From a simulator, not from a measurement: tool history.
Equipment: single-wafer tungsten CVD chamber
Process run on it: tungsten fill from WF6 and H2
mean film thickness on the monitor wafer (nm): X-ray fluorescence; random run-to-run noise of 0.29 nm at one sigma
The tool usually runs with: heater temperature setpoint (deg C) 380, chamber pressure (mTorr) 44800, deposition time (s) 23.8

run   hour  heater temperature setpoint (deg C)  chamber pressure (mTorr)  deposition time (s)  read-back reference wafer on the same gauge, thickness_nm  mean film thickness on the monitor wafer (nm)
  1      0                                  380                     53500                 23.8                                                     51.006                                         68.809
  2   12.2                                  380                     44800                 23.8                                                     51.085                                         63.764
  3   25.1                                  380                     44800                 23.8                                                     50.972                                         64.245
  4   40.1                                  380                     44800                   25                                                      51.01                                         66.749
  5   57.9                                  380                     44800                   25                                                     51.044                                         67.228
  6   67.7                                  380                     44800                   25                                                     50.991                                          66.97
  7     76                                  380                     44800                 23.8                                                     50.934                                         63.935
  8   83.6                                  380                     44800                 23.8                                                     50.975                                         63.822
  9  100.5                                  380                     44800                 23.8                                                     51.044                                         64.017
       114  -- gauge calibrated
 10  131.8                                  380                     44800                 23.8                                                     50.983                                         63.515
 11  140.1                                  380                     44800                 23.8                                                     51.027                                         63.763
       159  -- capacitance manometer re-zeroed and calibrated
 12  159.5                                  380                     44800                 23.8                                                         51                                         64.317
 13  175.9                                  380                     44800                 23.8                                                      50.96                                         64.473
     195.6  -- thermocouple changed; heater temperature recalibrated
 14  196.1                                  386                     52800                 25.3                                                     51.069                                         71.535
 15  198.8                                  368                     53200                 27.1                                                     50.952                                         50.357
 16  209.5                                  380                     44800                 23.8                                                     50.996                                         54.144
 17  225.5                                  386                     38000                 27.1                                                     51.075                                         65.558
 18  240.4                                  380                     39400                 26.2                                                     51.009                                         56.507
 19  249.7                                  380                     44800                 23.8                                                     50.993                                         54.156
     263.5  -- showerhead replaced
 20    264                                  380                     44800                 23.8                                                     51.017                                         54.098
 21  266.9                                  366                     44800                 23.8                                                     50.953                                         38.929
 22    280                                  384                     44800                 23.8                                                     50.931                                         59.643
 23  288.3                                  395                     39200                 23.8                                                     51.015                                         71.432
 24  298.8                                  372                     35400                 19.1                                                     51.113                                         32.053
 25    306                                  386                     52800                 25.3                                                     51.034                                         72.103
 26  316.7                                  380                     44800                 23.8                                                     51.039                                         54.426
 27  327.8                                  380                     36400                 23.8                                                      50.89                                         49.251
 28  338.7                                  380                     40400                 25.7                                                     51.011                                         56.192
 29  351.2                                  393                     48100                 25.5                                                     50.963                                         81.487
 30  367.4                                  374                     41100                 23.8                                                     51.069                                         45.268
 31  374.2                                  394                     54400                 20.1                                                     50.984                                         69.653
 32  390.7                                  380                     44800                 23.8                                                     50.992                                         54.837
 33  402.1                                  366                     44800                 23.8                                                     50.952                                          39.16

5 ways to go on from here, each from the tool as it stands after run 33. What would each give?
  A  402.5                                  380                     44800                 26.7                                                          ?                                              ?
  B  402.5                                  387                     50400                 26.8                                                          ?                                              ?
  C  402.5                                  366                     39800                 23.8                                                          ?                                              ?
  D  402.5                                  380                     40800                 23.8                                                          ?                                              ?
  E  402.5                                  389                     39800                 23.8                                                          ?                                              ?

run  read-back reference wafer on the same gauge, thickness_nm  mean film thickness on the monitor wafer (nm)
  A                                                     51.067                                         61.001
  B                                                     51.067                                         76.109
  C                                                     51.067                                         36.572
  D                                                     51.067                                         51.856
  E                                                     51.067                                          62.81
Stripped of hidden state, with their random variation kept, the same runs would have yielded:
run  mean film thickness on the monitor wafer (nm)
  A                                         62.091
  B                                         77.418
  C                                         37.267
  D                                         52.782
  E                                         63.875
